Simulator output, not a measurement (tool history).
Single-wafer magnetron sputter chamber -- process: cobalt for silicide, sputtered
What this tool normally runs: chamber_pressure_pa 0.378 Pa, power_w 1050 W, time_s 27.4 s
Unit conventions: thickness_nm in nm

run    hour  chamber_pressure_pa  power_w  time_s  read-back reference wafer on the same gauge, thickness_nm  thickness_nm
  1     0.0                0.378     1050    30.2                                                     11.380        15.398
  2    50.1                0.378      950    27.4                                                     11.390        12.928
  3    94.4                0.378     1050    27.4                                                     11.409        13.773
  4   213.2                0.378     1050    27.4                                                     11.426        13.903
  5   267.5                0.378     1050    27.4                                                     11.397        13.909
  6   339.1                0.378      900    27.4                                                     11.392        12.245
      366.1  -- sputter target and shields replaced
  7   366.6                0.378      900    27.4                                                     11.396        12.449
      387.1  -- gauge calibrated
  8   421.8                0.378     1050    27.4                                                     11.412        14.059
  9   449.7                0.378     1050    27.4                                                     11.393        13.996
      476.7  -- capacitance manometer re-zeroed and calibrated
 10   477.2                0.378     1050    27.4                                                     11.392        14.013
 11   541.0                0.248     1050    25.8                                                     11.412        13.856
 12   579.4                0.378     1050    25.8                                                     11.407        13.089
      609.1  -- magnet pack replaced
 13   626.0                0.378     1050    27.4                                                     11.391        13.879
 14   670.6                0.378     1300    31.7                                                     11.375        19.164
 15   705.1                0.437      850    27.4                                                     11.381        11.485
 16   774.0                0.446     1050    27.4                                                     11.408        13.480
 17   801.1                0.458     1050    27.4                                                     11.395        13.448
 18   832.9                0.378     1050    27.4                                                     11.384        13.718
 19   876.5                0.471      850    25.2                                                     11.416        10.395
      889.0  -- sputter target and shields replaced
 20   940.2                0.378     1050    32.3                                                     11.387        16.618
 21   994.0                0.442      800    27.4                                                     11.425        11.017
 22  1052.8                0.261     1200    27.4                                                     11.388        16.238
 23  1086.6                0.314     1050    22.4                                                     11.396        11.671
 24  1235.1                0.244     1200    31.7                                                     11.389        19.015
 25  1269.1                0.240     1050    30.2                                                     11.438        16.273
 26  1323.3                0.378     1050    30.5                                                     11.401        15.315
 27  1364.8                0.378     1050    27.4                                                     11.418        13.817
 28  1407.4                0.378     1050    27.4                                                     11.397        13.794
 29  1472.0                0.378     1050    27.4                                                     11.420        13.624
     1505.0  -- sputter target and shields replaced
 30  1512.5                0.378     1250    27.4                                                     11.418        16.224
 31  1657.0                0.273      900    29.0                                                     11.406        13.709
 32  1727.6                0.378     1050    27.4                                                     11.397        13.959
 33  1763.3                0.378     1050    27.4                                                     11.406        13.956
 34  1792.3                0.378     1050    27.4                                                     11.382        13.927

Predict each of these 5 candidate next runs independently; none follows another, all start after run 34:
  A  1792.7                0.298     1050    27.4                                                          ?             ?
  B  1792.7                0.475     1200    29.7                                                          ?             ?
  C  1792.7                0.429     1300    22.2                                                          ?             ?
  D  1792.7                0.321     1050    32.3                                                          ?             ?
  E  1792.7                0.294      850    22.2                                                          ?             ?

run  read-back reference wafer on the same gauge, thickness_nm  thickness_nm
  A                                                     11.389        14.455
  B                                                     11.389        16.131
  C                                                     11.389        13.144
  D                                                     11.389        16.864
  E                                                     11.389         9.950
With the hidden condition removed and each run's random variation left untouched, the same runs would have given:
run  thickness_nm
  A        14.781
  B        16.494
  C        13.440
  D        17.244
  E        10.174
